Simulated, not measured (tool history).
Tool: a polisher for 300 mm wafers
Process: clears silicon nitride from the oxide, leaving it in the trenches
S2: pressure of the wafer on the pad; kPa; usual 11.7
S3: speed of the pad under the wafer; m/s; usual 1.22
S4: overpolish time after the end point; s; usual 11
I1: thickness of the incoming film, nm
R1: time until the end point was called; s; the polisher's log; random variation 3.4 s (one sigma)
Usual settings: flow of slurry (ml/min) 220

{"run": 1, "hour": 0.0, "flow of slurry (ml/min)": 220, "S2": 11.7, "S3": 1.52, "S4": 11, "I1": 98.7, "R1": 152.8}
{"run": 2, "hour": 64.1, "flow of slurry (ml/min)": 220, "S2": 11.7, "S3": 1.22, "S4": 11, "I1": 101.6, "R1": 177.1}
{"hour": 95.0, "done": "slurry nozzle cleaned"}
{"run": 3, "hour": 95.9, "flow of slurry (ml/min)": 220, "S2": 11.7, "S3": 1.22, "S4": 11, "I1": 99.5, "R1": 182.5}
{"run": 4, "hour": 131.8, "flow of slurry (ml/min)": 220, "S2": 11.7, "S3": 1.22, "S4": 11, "I1": 100.9, "R1": 176.4}
{"run": 5, "hour": 174.6, "flow of slurry (ml/min)": 175, "S2": 11.7, "S3": 1.22, "S4": 11, "I1": 99.9, "R1": 186.4}
{"run": 6, "hour": 228.7, "flow of slurry (ml/min)": 175, "S2": 11.7, "S3": 1.22, "S4": 11, "I1": 101, "R1": 199.5}
{"hour": 258.9, "done": "worn pad replaced by a new one"}
{"run": 7, "hour": 259.4, "flow of slurry (ml/min)": 175, "S2": 11.7, "S3": 1.22, "S4": 11, "I1": 100.1, "R1": 183.2}
{"run": 8, "hour": 287.4, "flow of slurry (ml/min)": 245, "S2": 11.7, "S3": 1.22, "S4": 13, "I1": 98.6, "R1": 172.6}
{"run": 9, "hour": 328.7, "flow of slurry (ml/min)": 245, "S2": 11.7, "S3": 1.22, "S4": 13, "I1": 99.9, "R1": 177}
{"run": 10, "hour": 391.9, "flow of slurry (ml/min)": 245, "S2": 11.7, "S3": 1.22, "S4": 13, "I1": 100.4, "R1": 181.6}
{"run": 11, "hour": 418.4, "flow of slurry (ml/min)": 220, "S2": 11.7, "S3": 1.22, "S4": 11, "I1": 100.5, "R1": 180.4}
{"run": 12, "hour": 444.9, "flow of slurry (ml/min)": 220, "S2": 11.7, "S3": 1.22, "S4": 16, "I1": 101.5, "R1": 186.4}
{"run": 13, "hour": 478.8, "flow of slurry (ml/min)": 220, "S2": 11.7, "S3": 1.22, "S4": 11, "I1": 100.1, "R1": 189}
{"run": 14, "hour": 503.3, "flow of slurry (ml/min)": 220, "S2": 11.7, "S3": 1.22, "S4": 11, "I1": 99.6, "R1": 185.3}
{"hour": 542.6, "done": "worn pad replaced by a new one"}
{"run": 15, "hour": 563.9, "flow of slurry (ml/min)": 185, "S2": 11.7, "S3": 1.22, "S4": 11, "I1": 99.5, "R1": 177.1}
{"run": 16, "hour": 593.2, "flow of slurry (ml/min)": 185, "S2": 11.7, "S3": 1.22, "S4": 11, "I1": 101.4, "R1": 185.6}
{"run": 17, "hour": 643.5, "flow of slurry (ml/min)": 255, "S2": 15.2, "S3": 1.22, "S4": 8, "I1": 99, "R1": 133.4}
{"hour": 651.0, "done": "slurry nozzle cleaned"}
{"run": 18, "hour": 686.6, "flow of slurry (ml/min)": 185, "S2": 11.7, "S3": 1.22, "S4": 11, "I1": 99.9, "R1": 181.2}
{"hour": 723.6, "done": "head pressure recalibrated"}
{"run": 19, "hour": 724.1, "flow of slurry (ml/min)": 150, "S2": 8.3, "S3": 0.84, "S4": 7, "I1": 100, "R1": 340.8}
{"run": 20, "hour": 760.4, "flow of slurry (ml/min)": 220, "S2": 11.7, "S3": 1.02, "S4": 9, "I1": 100.4, "R1": 205.8}
{"run": 21, "hour": 815.2, "flow of slurry (ml/min)": 290, "S2": 9, "S3": 1.6, "S4": 11, "I1": 98.4, "R1": 199.6}
{"hour": 836.8, "done": "worn pad replaced by a new one, of another model than before"}
{"run": 22, "hour": 873.9, "flow of slurry (ml/min)": 170, "S2": 10.3, "S3": 1.58, "S4": 5, "I1": 100.1, "R1": 178.5}
{"run": 23, "hour": 942.8, "flow of slurry (ml/min)": 220, "S2": 11.7, "S3": 1.22, "S4": 11, "I1": 100.2, "R1": 180.1}
{"run": 24, "hour": 1012.3, "flow of slurry (ml/min)": 245, "S2": 13.1, "S3": 1.22, "S4": 6, "I1": 98.9, "R1": 160.5}
{"run": 25, "hour": 1083.6, "flow of slurry (ml/min)": 275, "S2": 10.3, "S3": 1.02, "S4": 11, "I1": 100.6, "R1": 226.6}
{"hour": 1132.9, "done": "worn pad replaced by a new one"}
{"run": 26, "hour": 1142.1, "flow of slurry (ml/min)": 220, "S2": 11.7, "S3": 1.22, "S4": 6, "I1": 100.3, "R1": 177.4}
{"hour": 1173.5, "done": "slurry nozzle cleaned"}
{"run": 27, "hour": 1183.6, "flow of slurry (ml/min)": 260, "S2": 11.7, "S3": 1.48, "S4": 11, "I1": 98.4, "R1": 159.7}
{"run": 28, "hour": 1239.5, "flow of slurry (ml/min)": 155, "S2": 11.7, "S3": 1.22, "S4": 11, "I1": 99.9, "R1": 184.4}
{"run": 29, "hour": 1304.7, "flow of slurry (ml/min)": 220, "S2": 14.5, "S3": 1.22, "S4": 13, "I1": 101.2, "R1": 155.4}
{"run": 30, "hour": 1337.2, "flow of slurry (ml/min)": 220, "S2": 11.7, "S3": 1.22, "S4": 11, "I1": 100.9, "R1": 189.8}
{"hour": 1393.0, "done": "worn pad replaced by a new one"}
{"run": 31, "hour": 1393.5, "flow of slurry (ml/min)": 220, "S2": 15.9, "S3": 1.22, "S4": 11, "I1": 99.3, "R1": 139.7}
{"run": 32, "hour": 1449.5, "flow of slurry (ml/min)": 220, "S2": 10.3, "S3": 1.22, "S4": 11, "I1": 100, "R1": 195.8}

The tool's hidden state at each run:
slurry flow missing at the pad, %: 0 in every run
deviation of the head's pressure from its setpoint, %: 0 in every run
H1: removal rate lost through wear of the pad, %
run=1 H1=0.75
run=2 H1=1.62
run=3 H1=2.39
run=4 H1=3.53
run=5 H1=5.25
run=6 H1=8.02
run=7 H1=0.0643
run=8 H1=0.154
run=9 H1=0.603
run=10 H1=2.02
run=11 H1=2.88
run=12 H1=3.89
run=13 H1=5.41
run=14 H1=6.66
run=15 H1=0.595
run=16 H1=0.828
run=17 H1=1.67
run=18 H1=2.84
run=19 H1=4.18
run=20 H1=5.79
run=21 H1=8.75
run=22 H1=0.936
run=23 H1=2.02
run=24 H1=4.19
run=25 H1=7.51
run=26 H1=0.796
run=27 H1=1.07
run=28 H1=2.04
run=29 H1=4.05
run=30 H1=5.4
run=31 H1=0.201
run=32 H1=0.553
